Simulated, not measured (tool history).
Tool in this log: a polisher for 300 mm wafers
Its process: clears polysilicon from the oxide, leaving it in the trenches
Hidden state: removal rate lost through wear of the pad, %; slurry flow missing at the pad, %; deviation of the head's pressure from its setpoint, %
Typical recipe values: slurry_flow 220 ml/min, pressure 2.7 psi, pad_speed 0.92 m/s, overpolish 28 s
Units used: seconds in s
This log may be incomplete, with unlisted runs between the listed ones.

run,hour,slurry_flow,pressure,pad_speed,overpolish,wafers since the last listed run,wafers polished on this pad,hours since the slurry nozzle was cleaned,hours since the head pressure was calibrated,"incoming thickness of the incoming film, nm",seconds
1,0,220,2.7,1.04,28,0,1439,370.9,357.7,355.6,23.7
# hour 30.4: worn pad replaced by a new one
2,46.5,220,2.7,0.84,37,284,107,417.4,404.2,354.9,27.6
# hour 95.2: slurry nozzle cleaned
3,112.8,220,2.7,0.84,37,436,544,17.6,470.5,351.2,27.6
4,145.7,220,2.7,0.84,37,220,764,50.5,503.4,342.1,26.9
# hour 175.7: head pressure recalibrated
5,209.1,220,2.7,0.92,28,410,1175,113.9,33.4,350.9,25.7
6,234.2,220,2,0.92,28,167,1343,139,58.5,349.8,30.1
# hour 289.7: worn pad replaced by a new one
7,433.3,220,2,0.92,28,1305,961,338.1,257.6,355.8,31.3
8,500.8,220,2,0.92,28,451,1412,405.6,325.1,349.3,31.6
# hour 528: worn pad replaced by a new one
9,562.5,220,2.7,1,28,386,230,467.3,386.8,346,23.5
10,629,220,2.7,1,28,444,675,533.8,453.3,353.4,24
11,686.6,220,2.7,1,28,385,1060,591.4,510.9,350.3,24.2
# hour 717.9: slurry nozzle cleaned
12,718.4,180,2.3,0.66,42,206,1267,0.5,542.7,351.4,36.4
13,753.2,255,2.7,0.64,28,232,1499,35.3,577.5,348.7,31.3
14,792.2,160,2.7,0.92,28,260,1760,74.3,616.5,346.6,25.8
# hour 803.3: worn pad replaced by a new one
15,822,220,2.7,0.92,28,172,125,104.1,646.3,351.9,25.4
# hour 840: head pressure recalibrated
16,867.5,170,2.7,0.92,28,291,416,149.6,27.5,355.8,26.8
17,931.3,220,2,0.92,28,426,843,213.4,91.3,353.8,30.9
18,966.3,220,2.7,0.8,28,234,1077,248.4,126.3,344.2,27.4
19,1013.1,220,2.7,0.76,21,313,1390,295.2,173.1,347.2,28.9
# hour 1076.1: worn pad replaced by a new one
20,1226.5,220,3,0.92,28,1401,1006,508.6,386.5,349.6,24
# hour 1265.7: slurry nozzle cleaned
21,1287.4,220,2.7,0.92,28,400,1407,21.7,447.4,347.2,25.7
22,1329.1,220,2.7,0.92,28,279,1686,63.4,489.1,352.7,25.4
# hour 1341.9: worn pad replaced by a new one
23,1399.4,220,3.2,0.92,45,443,384,133.7,559.4,349.5,22.6

Predict each of these 3 candidate next runs independently; none follows another, all start after run 23:
A,1399.8,220,2.7,0.92,28,2,387,134.1,559.8,354.4,?
B,1399.8,220,2.7,0.92,37,2,387,134.1,559.8,354.4,?
C,1399.8,245,2.3,1.22,28,2,387,134.1,559.8,354.4,?

run,seconds
A,26
B,26
C,23.4
With no hidden state in the tool, these same runs would have given:
run,seconds
A,26
B,26
C,23.4
